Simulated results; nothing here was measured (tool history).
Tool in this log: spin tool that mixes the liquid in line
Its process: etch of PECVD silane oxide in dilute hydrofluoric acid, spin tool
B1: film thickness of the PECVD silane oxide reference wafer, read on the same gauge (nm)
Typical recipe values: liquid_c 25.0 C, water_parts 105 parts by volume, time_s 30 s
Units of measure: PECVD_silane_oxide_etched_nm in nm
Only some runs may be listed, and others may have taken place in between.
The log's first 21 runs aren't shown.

Run 22, hour 297.7: usual settings but time_s 50 s; B1 69.99. Result: PECVD_silane_oxide_etched_nm 12.71 nm.
At hour 299.7: thermometer replaced.
Run 23, hour 312.7: usual settings; B1 70.01. Result: PECVD_silane_oxide_etched_nm 8.46 nm.
Run 24, hour 329.1: usual settings but liquid_c 27.5 C; B1 70.01. Result: PECVD_silane_oxide_etched_nm 9.33 nm.
Run 25, hour 344.1: usual settings but liquid_c 27.0 C, water_parts 75 parts by volume, time_s 45 s; B1 70.00. Result: PECVD_silane_oxide_etched_nm 19.99 nm.
Run 26, hour 350.3: usual settings but liquid_c 27.5 C; B1 70.00. Result: PECVD_silane_oxide_etched_nm 9.29 nm.
Run 27, hour 364.5: usual settings but liquid_c 27.0 C, water_parts 145 parts by volume, time_s 40 s; B1 70.01. Result: PECVD_silane_oxide_etched_nm 8.40 nm.
Run 28, hour 377.3: usual settings but liquid_c 20.5 C, water_parts 130 parts by volume, time_s 50 s; B1 70.05. Result: PECVD_silane_oxide_etched_nm 9.24 nm.
Run 29, hour 389.2: usual settings but liquid_c 28.0 C, water_parts 150 parts by volume; B1 70.01. Result: PECVD_silane_oxide_etched_nm 6.27 nm.
Run 30, hour 397.3: usual settings; B1 70.01. Result: PECVD_silane_oxide_etched_nm 8.48 nm.
Run 31, hour 410.8: usual settings but liquid_c 26.5 C, water_parts 55 parts by volume, time_s 35 s; B1 69.99. Result: PECVD_silane_oxide_etched_nm 21.32 nm.

3 ways to go on from here, each from the tool as it stands after run 31. What would each give?
Run A, hour 411.2: usual settings but time_s 35 s; B1 ?. Result: PECVD_silane_oxide_etched_nm ?.
Run B, hour 411.2: usual settings but liquid_c 23.5 C, water_parts 120 parts by volume, time_s 40 s; B1 ?. Result: PECVD_silane_oxide_etched_nm ?.
Run C, hour 411.2: usual settings but water_parts 120 parts by volume; B1 ?. Result: PECVD_silane_oxide_etched_nm ?.

run     B1  PECVD_silane_oxide_etched_nm
  A  70.02                          9.88
  B  70.02                          9.15
  C  70.02                          7.27
With the hidden condition removed and each run's random variation left untouched, the same runs would have given:
run  PECVD_silane_oxide_etched_nm
  A                          9.94
  B                          9.21
  C                          7.32

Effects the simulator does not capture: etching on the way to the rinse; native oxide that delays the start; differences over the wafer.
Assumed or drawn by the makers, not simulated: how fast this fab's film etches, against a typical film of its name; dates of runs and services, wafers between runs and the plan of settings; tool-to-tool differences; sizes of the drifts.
